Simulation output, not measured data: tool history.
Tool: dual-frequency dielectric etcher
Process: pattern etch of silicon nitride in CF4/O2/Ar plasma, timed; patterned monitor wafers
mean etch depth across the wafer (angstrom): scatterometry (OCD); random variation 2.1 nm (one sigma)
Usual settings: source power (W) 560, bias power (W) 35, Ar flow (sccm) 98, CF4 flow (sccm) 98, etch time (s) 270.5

run    hour  source power (W)  bias power (W)  Ar flow (sccm)  CF4 flow (sccm)  etch time (s)  read-back reference wafer on the same gauge, depth_nm  mean etch depth across the wafer (angstrom)
  1     0.0               560              32              98               98          270.5                                                  594.7                                         4937
  2    39.9               560              35              98              114          301.5                                                  594.8                                         5798
       72.4  -- gauge calibrated
  3   116.4               560              35              98               98          270.5                                                  594.6                                         5064
      148.2  -- upper electrode replaced
      178.9  -- wet clean of the chamber
  4   201.9               670              35              98              117          270.5                                                  593.8                                         6118
  5   278.9               650              26              98              119          270.5                                                  593.1                                         5533
      358.1  -- source power generator calibrated
  6   378.7               560              35             114               98          270.5                                                  594.0                                         4924
  7   450.4               560              35              98               98          237.5                                                  593.3                                         4457
  8   498.6               660              35              98               75          217.5                                                  594.1                                         4473
  9   577.4               560              35              98               98          270.5                                                  593.6                                         5055
 10   654.1               560              35              98               98          270.5                                                  593.9                                         5054
      712.4  -- wet clean of the chamber
 11   746.0               460              35             111               98          270.5                                                  594.4                                         4171
 12   840.4               560              40             113               98          270.5                                                  593.5                                         5127
 13   926.2               560              31              98               98          270.5                                                  594.3                                         4909
 14   991.6               460              35              98              110          270.5                                                  593.3                                         4343
 15  1095.5               560              35             109              110          299.0                                                  593.8                                         5642
 16  1137.6               560              35              92               98          209.0                                                  594.4                                         3989
 17  1232.9               560              35              98              114          301.5                                                  593.8                                         5773
 18  1269.5               520              41              92              106          270.5                                                  593.5                                         5072
     1342.8  -- wet clean of the chamber
 19  1350.1               500              38              98              113          204.0                                                  593.9                                         3623
 20  1408.6               560              35              98               98          270.5                                                  593.4                                         5046

5 ways to go on from here, each from the tool as it stands after run 20. What would each give?
  A  1409.1               560              35              98               98          204.0                                                      ?                                            ?
  B  1409.1               600              35              87               87          294.0                                                      ?                                            ?
  C  1409.1               560              30              98               98          270.5                                                      ?                                            ?
  D  1409.1               560              35             117              116          308.0                                                      ?                                            ?
  E  1409.1               460              39              89               98          270.5                                                      ?                                            ?

run  read-back reference wafer on the same gauge, depth_nm  mean etch depth across the wafer (angstrom)
  A                                                  594.1                                         3817
  B                                                  594.1                                         5855
  C                                                  594.1                                         4862
  D                                                  594.1                                         5746
  E                                                  594.1                                         4460
Without the tool's hidden state the same runs would have given:
run  mean etch depth across the wafer (angstrom)
  A                                         3817
  B                                         5855
  C                                         4862
  D                                         5746
  E                                         4460

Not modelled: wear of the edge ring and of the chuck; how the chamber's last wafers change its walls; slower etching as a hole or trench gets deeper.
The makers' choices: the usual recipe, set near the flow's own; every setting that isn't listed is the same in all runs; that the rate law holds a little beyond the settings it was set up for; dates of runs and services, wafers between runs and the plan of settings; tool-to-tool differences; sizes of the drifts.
